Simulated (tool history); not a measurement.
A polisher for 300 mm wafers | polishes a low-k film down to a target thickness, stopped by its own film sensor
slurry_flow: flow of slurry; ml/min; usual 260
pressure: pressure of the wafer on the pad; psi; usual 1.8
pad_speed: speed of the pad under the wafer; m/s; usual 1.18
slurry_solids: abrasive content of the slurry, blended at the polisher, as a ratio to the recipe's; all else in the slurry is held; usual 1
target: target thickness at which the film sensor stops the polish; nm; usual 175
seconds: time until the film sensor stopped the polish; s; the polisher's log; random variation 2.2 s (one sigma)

run,hour,slurry_flow,pressure,pad_speed,slurry_solids,target,"incoming thickness of the incoming film, nm",seconds
1,0,280,1.8,1.18,1,175,220.5,135.4
2,19.3,260,1.8,1.46,1,175,222.8,123.1
# hour 29.2: worn pad replaced by a new one
3,47.4,260,1.8,1.18,1,175,217.7,130.3
# hour 68.1: slurry nozzle cleaned
4,114.1,260,1.8,1.18,1,175,220.2,132.2
# hour 146.5: worn pad replaced by a new one
5,147,260,1.8,1.18,1,175,222.9,144
# hour 154.4: slurry blender recalibrated
6,163.2,315,1.8,1.18,0.75,175,219.7,141.5
7,178,315,1.8,1.18,0.75,175,220.2,147.9
# hour 203.7: conditioning disc replaced and pad reconditioned
8,204.2,260,1.8,1.4,1,175,215.9,109.1
9,217.5,260,1.8,1.18,1,175,222.1,142.2
# hour 230.5: head pressure recalibrated
10,247.2,260,1.8,1.18,1,175,218.9,118.5
11,261.6,295,1.8,1.18,1,175,222.4,132.8
# hour 281.5: worn pad replaced by a new one
12,282,260,1.8,1.18,1,166,222.8,162.5
13,306.9,260,1.8,1.18,1,175,220.1,127.7
14,341.7,260,2,1.18,1,175,221.4,121
15,355.9,260,1.8,1.18,1,175,220.7,132.1
16,383.4,260,1.8,1.18,1,175,216.8,122.5
# hour 393.1: worn pad replaced by a new one
17,412.1,235,2.2,0.84,1,161,219.9,185.3
18,430.8,260,1.8,1.18,1,161,219.5,177.9
# hour 435.2: slurry nozzle cleaned
19,460.9,340,2.4,1.18,1.1,179,219.4,81
# hour 484.1: slurry blender recalibrated
20,484.6,260,2.4,1.06,1.1,175,220.6,104.2
21,496.8,260,1.8,1.18,1,175,219.5,125.3
# hour 523: worn pad replaced by a new one
22,523.5,260,2,1.4,1,183,223.7,91.4
23,551.2,260,1.4,1.18,1,167,223.5,198.7
24,578.3,260,1.8,1.18,1,160,218.2,168.7

5 ways to go on from here, each from the tool as it stands after run 24. What would each give?
A,578.8,260,1.8,1.18,1,175,218.5,?
B,578.8,175,1.8,1.18,0.85,183,218.5,?
C,578.8,335,1.8,1.18,1,175,218.5,?
D,578.8,260,2.1,1.18,1,183,218.5,?
E,578.8,260,1.8,1.18,1.1,175,218.5,?

run,seconds
A,130.3
B,118.2
C,126.9
D,92.1
E,126.5
Without the tool's hidden state the same runs would have given:
run,seconds
A,123.2
B,110.7
C,120.5
D,87.1
E,119.6
